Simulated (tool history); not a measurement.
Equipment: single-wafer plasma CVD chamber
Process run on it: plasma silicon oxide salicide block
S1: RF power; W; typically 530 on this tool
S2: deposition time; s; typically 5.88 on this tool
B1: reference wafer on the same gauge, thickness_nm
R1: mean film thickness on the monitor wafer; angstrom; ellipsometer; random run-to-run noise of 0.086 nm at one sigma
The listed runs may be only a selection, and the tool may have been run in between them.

run 1 hour=0.0 | S1=530 S2=6.54 | B1=61.872 | R1=642.88
run 2 hour=9.9 | S1=530 S2=6.54 | B1=61.864 | R1=640.52
run 3 hour=21.3 | S1=530 S2=5.88 | B1=61.897 | R1=576.23
run 4 hour=39.1 | S1=590 S2=5.88 | B1=61.931 | R1=597.49
run 5 hour=55.3 | S1=590 S2=5.88 | B1=61.951 | R1=597.70
run 6 hour=65.8 | S1=530 S2=5.88 | B1=61.951 | R1=577.26
run 7 hour=76.1 | S1=530 S2=5.88 | B1=61.934 | R1=577.70
run 8 hour=86.5 | S1=485 S2=6.45 | B1=61.990 | R1=616.29
-- hour=101.9 RF generator calibrated
run 9 hour=102.4 | S1=485 S2=6.45 | B1=61.986 | R1=617.75
run 10 hour=108.8 | S1=485 S2=6.45 | B1=61.987 | R1=615.51
run 11 hour=125.1 | S1=530 S2=5.88 | B1=61.976 | R1=576.71
run 12 hour=139.9 | S1=510 S2=5.88 | B1=61.969 | R1=571.12
run 13 hour=151.5 | S1=475 S2=4.80 | B1=62.001 | R1=454.90
run 14 hour=162.6 | S1=630 S2=5.17 | B1=61.995 | R1=537.54
run 15 hour=169.0 | S1=500 S2=6.78 | B1=62.014 | R1=653.05
-- hour=173.6 gauge calibrated
-- hour=181.0 showerhead replaced
run 16 hour=183.1 | S1=530 S2=5.88 | B1=61.434 | R1=573.06
run 17 hour=189.2 | S1=635 S2=6.39 | B1=61.464 | R1=660.01
run 18 hour=204.6 | S1=485 S2=6.45 | B1=61.551 | R1=610.35
run 19 hour=215.1 | S1=565 S2=4.94 | B1=61.609 | R1=492.84
run 20 hour=230.5 | S1=495 S2=6.21 | B1=61.687 | R1=595.45
run 21 hour=238.9 | S1=485 S2=5.88 | B1=61.724 | R1=558.14
run 22 hour=248.6 | S1=570 S2=5.88 | B1=61.769 | R1=589.03
run 23 hour=264.7 | S1=440 S2=5.88 | B1=61.800 | R1=541.68
run 24 hour=281.8 | S1=570 S2=6.39 | B1=61.855 | R1=642.80
run 25 hour=295.7 | S1=480 S2=5.56 | B1=61.868 | R1=527.98

Consider 5 possible next runs. They are alternatives, not a sequence: every one starts from the tool as it was left by run 25. What does each give?
run A hour=296.1 | S1=530 S2=5.88 | B1=? | R1=?
run B hour=296.1 | S1=470 S2=4.94 | B1=? | R1=?
run C hour=296.1 | S1=475 S2=5.01 | B1=? | R1=?
run D hour=296.1 | S1=530 S2=5.24 | B1=? | R1=?
run E hour=296.1 | S1=530 S2=6.31 | B1=? | R1=?

run=A B1=61.866 R1=577.66
run=B B1=61.866 R1=466.39
run=C B1=61.866 R1=474.67
run=D B1=61.866 R1=514.79
run=E B1=61.866 R1=619.91
Had the tool no hidden state, the same runs would have come out as:
run=A R1=573.19
run=B R1=462.78
run=C R1=471.00
run=D R1=510.80
run=E R1=615.11
